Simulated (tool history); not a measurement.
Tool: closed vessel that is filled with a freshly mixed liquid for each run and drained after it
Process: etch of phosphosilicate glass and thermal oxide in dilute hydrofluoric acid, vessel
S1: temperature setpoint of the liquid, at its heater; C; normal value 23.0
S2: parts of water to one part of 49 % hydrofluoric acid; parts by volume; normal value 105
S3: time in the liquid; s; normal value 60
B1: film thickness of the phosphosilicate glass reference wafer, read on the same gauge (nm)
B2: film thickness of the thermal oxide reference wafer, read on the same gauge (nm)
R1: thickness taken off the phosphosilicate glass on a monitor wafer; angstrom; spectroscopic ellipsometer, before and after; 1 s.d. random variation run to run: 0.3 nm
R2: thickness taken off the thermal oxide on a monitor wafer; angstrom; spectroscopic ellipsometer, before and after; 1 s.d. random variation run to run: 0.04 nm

run	hour	S1	S2	S3	B1	B2	R1	R2
1	0.0	23.0	105	60	58.49	58.429	473.2	26.38
2	64.3	19.0	105	60	58.39	58.344	402.9	21.51
3	93.6	19.0	105	60	58.30	58.309	400.5	21.10
4	142.2	24.5	105	60	58.21	58.265	499.3	27.30
# hour 266.1: thermometer replaced
5	291.9	24.5	105	60	58.00	57.994	497.6	26.83
# hour 359.8: hydrofluoric acid flow meter replaced
6	434.4	21.5	105	60	57.79	57.759	445.5	23.87
7	473.4	21.5	105	60	57.69	57.703	436.2	23.91
8	533.2	23.0	105	60	57.58	57.622	467.0	25.35
9	594.3	23.0	120	60	57.48	57.508	399.8	21.50
10	629.6	23.0	105	60	57.47	57.437	464.7	25.24
11	776.1	23.0	105	60	57.20	57.221	465.3	24.68
12	812.0	23.0	105	60	57.17	57.173	461.9	25.26
13	858.5	26.5	150	60	57.07	57.094	351.0	18.70
# hour 884.0: gauge calibrated
14	892.4	23.0	105	60	59.94	59.959	487.3	26.13
15	962.1	18.0	105	35	59.81	59.831	232.8	12.16
16	1013.4	21.0	105	60	59.76	59.765	448.0	24.71
17	1072.2	25.0	80	75	59.65	59.672	883.1	49.59
18	1135.7	23.0	105	60	59.58	59.555	482.6	26.53
# hour 1156.3: thermometer replaced
19	1203.4	27.0	75	35	59.43	59.432	477.6	25.26
20	1252.8	20.0	105	70	59.36	59.377	497.9	27.25
21	1323.0	23.0	105	60	59.26	59.280	481.3	25.46
22	1372.3	27.5	105	60	59.18	59.185	569.7	31.52
23	1398.1	23.0	105	60	59.14	59.133	479.3	26.46
24	1430.7	23.0	60	60	59.09	59.090	895.9	48.55
# hour 1435.9: hydrofluoric acid flow meter replaced
25	1464.4	27.5	120	95	59.04	59.005	776.6	41.45

4 options for the next run, each taken on its own from the tool as it stands now. Forecast them:
A	1465.1	23.0	105	35	?	?	?	?
B	1465.1	19.0	120	30	?	?	?	?
C	1465.1	26.0	65	80	?	?	?	?
D	1465.1	23.0	80	50	?	?	?	?

run	B1	B2	R1	R2
A	59.05	59.025	278.2	14.68
B	59.05	59.025	174.6	9.21
C	59.05	59.025	1218.4	64.29
D	59.05	59.025	537.7	28.37
Without the tool's hidden state the same runs would have given:
run	R1	R2
A	282.8	14.92
B	177.4	9.36
C	1238.4	65.35
D	546.6	28.84
